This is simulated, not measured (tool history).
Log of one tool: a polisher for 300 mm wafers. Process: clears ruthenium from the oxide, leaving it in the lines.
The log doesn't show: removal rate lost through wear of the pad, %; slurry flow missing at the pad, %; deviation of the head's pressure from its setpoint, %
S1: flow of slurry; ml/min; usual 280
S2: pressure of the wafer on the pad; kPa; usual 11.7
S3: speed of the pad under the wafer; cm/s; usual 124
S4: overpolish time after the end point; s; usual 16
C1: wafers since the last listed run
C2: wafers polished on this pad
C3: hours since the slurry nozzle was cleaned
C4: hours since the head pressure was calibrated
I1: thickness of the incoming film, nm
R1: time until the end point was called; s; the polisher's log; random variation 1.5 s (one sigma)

Run 1, hour 0.0: usual settings; C1 0; C2 961; C3 419.4; C4 815.1; I1 160.2. Result: R1 130.0 s.
Run 2, hour 8.5: usual settings; C1 79; C2 1040; C3 427.9; C4 823.6; I1 160.4. Result: R1 129.6 s.
At hour 17.4: worn pad replaced by a new one.
Run 3, hour 20.3: usual settings; C1 72; C2 26; C3 439.7; C4 835.4; I1 159.1. Result: R1 122.9 s.
Run 4, hour 32.0: usual settings; C1 108; C2 135; C3 451.4; C4 847.1; I1 160.8. Result: R1 123.8 s.
Run 5, hour 49.7: usual settings; C1 164; C2 300; C3 469.1; C4 864.8; I1 156.8. Result: R1 120.1 s.
Run 6, hour 56.7: usual settings but S3 148 cm/s; C1 65; C2 365; C3 476.1; C4 871.8; I1 159.6. Result: R1 103.4 s.
Run 7, hour 62.7: usual settings but S3 110 cm/s; C1 55; C2 421; C3 482.1; C4 877.8; I1 162.5. Result: R1 142.3 s.
Run 8, hour 73.1: usual settings but S3 110 cm/s; C1 96; C2 517; C3 492.5; C4 888.2; I1 160.1. Result: R1 145.1 s.
Run 9, hour 83.1: usual settings but S3 110 cm/s; C1 93; C2 610; C3 502.5; C4 898.2; I1 161.1. Result: R1 147.4 s.
Run 10, hour 93.1: usual settings; C1 93; C2 703; C3 512.5; C4 908.2; I1 159.4. Result: R1 128.9 s.
Run 11, hour 108.6: usual settings; C1 144; C2 848; C3 528.0; C4 923.7; I1 160.6. Result: R1 132.0 s.
At hour 115.5: worn pad replaced by a new one.
Run 12, hour 125.7: usual settings; C1 121; C2 95; C3 545.1; C4 940.8; I1 158.9. Result: R1 125.3 s.
Run 13, hour 141.6: usual settings but S1 320 ml/min; C1 147; C2 243; C3 561.0; C4 956.7; I1 160.9. Result: R1 123.8 s.
Run 14, hour 147.6: usual settings but S1 320 ml/min; C1 55; C2 298; C3 567.0; C4 962.7; I1 158.0. Result: R1 125.2 s.
Run 15, hour 162.9: usual settings; C1 142; C2 441; C3 582.3; C4 978.0; I1 160.3. Result: R1 131.7 s.
Run 16, hour 171.8: usual settings; C1 82; C2 523; C3 591.2; C4 986.9; I1 156.5. Result: R1 126.8 s.
Run 17, hour 188.1: usual settings; C1 151; C2 675; C3 607.5; C4 1003.2; I1 161.5. Result: R1 130.3 s.
Run 18, hour 196.3: usual settings; C1 76; C2 751; C3 615.7; C4 1011.4; I1 159.5. Result: R1 130.6 s.
Run 19, hour 203.9: usual settings; C1 70; C2 822; C3 623.3; C4 1019.0; I1 157.0. Result: R1 131.5 s.
At hour 208.2: worn pad replaced by a new one.
Run 20, hour 213.5: usual settings but S3 110 cm/s; C1 52; C2 49; C3 632.9; C4 1028.6; I1 159.4. Result: R1 146.3 s.
Run 21, hour 222.6: usual settings but S1 245 ml/min; C1 84; C2 134; C3 642.0; C4 1037.7; I1 160.0. Result: R1 131.9 s.
At hour 237.3: head pressure recalibrated.
Run 22, hour 238.3: usual settings; C1 127; C2 261; C3 657.7; C4 1.0; I1 160.3. Result: R1 128.9 s.
At hour 249.3: slurry nozzle cleaned.
Run 23, hour 255.1: usual settings; C1 146; C2 408; C3 5.8; C4 17.8; I1 163.4. Result: R1 127.3 s.
Run 24, hour 272.3: usual settings but S1 355 ml/min, S3 88 cm/s, S4 8 s; C1 160; C2 568; C3 23.0; C4 35.0; I1 159.6. Result: R1 173.0 s.
Run 25, hour 279.6: usual settings but S1 325 ml/min, S2 10.3 kPa; C1 67; C2 636; C3 30.3; C4 42.3; I1 160.4. Result: R1 140.7 s.
At hour 308.3: worn pad replaced by a new one.
Run 26, hour 325.6: usual settings but S1 330 ml/min, S3 156 cm/s, S4 19 s; C1 390; C2 160; C3 76.3; C4 88.3; I1 157.4. Result: R1 91.4 s.
Run 27, hour 342.1: usual settings; C1 153; C2 314; C3 92.8; C4 104.8; I1 160.9. Result: R1 122.9 s.
Run 28, hour 355.1: usual settings but S2 13.1 kPa, S3 106 cm/s; C1 120; C2 435; C3 105.8; C4 117.8; I1 158.9. Result: R1 127.3 s.
Run 29, hour 362.6: usual settings but S1 225 ml/min, S3 162 cm/s; C1 69; C2 504; C3 113.3; C4 125.3; I1 163.4. Result: R1 98.1 s.
Run 30, hour 369.2: usual settings but S1 205 ml/min, S4 21 s; C1 61; C2 566; C3 119.9; C4 131.9; I1 161.6. Result: R1 128.1 s.
Run 31, hour 376.8: usual settings but S2 9.0 kPa; C1 70; C2 636; C3 127.5; C4 139.5; I1 162.2. Result: R1 165.2 s.
Run 32, hour 385.0: usual settings but S2 8.3 kPa, S3 138 cm/s, S4 8 s; C1 76; C2 713; C3 135.7; C4 147.7; I1 162.1. Result: R1 162.8 s.
Run 33, hour 400.1: usual settings but S2 9.0 kPa; C1 140; C2 853; C3 150.8; C4 162.8; I1 159.2. Result: R1 160.1 s.
At hour 415.8: worn pad replaced by a new one.
Run 34, hour 435.7: usual settings but S3 146 cm/s, S4 24 s; C1 293; C2 185; C3 186.4; C4 198.4; I1 158.2. Result: R1 101.4 s.
Run 35, hour 452.7: usual settings but S1 360 ml/min, S2 9.7 kPa, S3 84 cm/s, S4 7 s; C1 158; C2 343; C3 203.4; C4 215.4; I1 159.3. Result: R1 209.3 s.
Run 36, hour 481.2: usual settings but S1 195 ml/min, S2 13.1 kPa; C1 265; C2 608; C3 231.9; C4 243.9; I1 157.3. Result: R1 114.1 s.

What the log doesn't show, run by run:
deviation of the head's pressure from its setpoint, %: 0 in every run
H1: removal rate lost through wear of the pad, %
H2: slurry flow missing at the pad, %
run     H1    H2
  1   7.44  18.4
  2   8.03  19.1
  3  0.803    20
  4   1.63    21
  5   2.87  22.5
  6   3.37  23.1
  7   3.79  23.6
  8   4.52  24.5
  9   5.23  25.4
 10   5.93  26.4
 11   7.03  27.8
 12   1.47  29.5
 13   2.59  31.1
 14   3.02  31.7
 15    4.1  33.4
 16   4.72  34.3
 17   5.87  36.1
 18   6.45    37
 19   6.99  37.9
 20    1.7    39
 21   2.34    40
 22   3.45  41.9
 23   4.64  1.83
 24   5.85  1.88
 25   6.36  1.92
 26    1.7  2.36
 27   2.86  2.62
 28   3.78  2.85
 29   4.31  3.01
 30   4.77  3.15
 31   5.31  3.32
 32   5.89  3.52
 33   6.95  3.91
 34   1.43  5.01
 35   2.63  5.62
 36   4.64  6.75
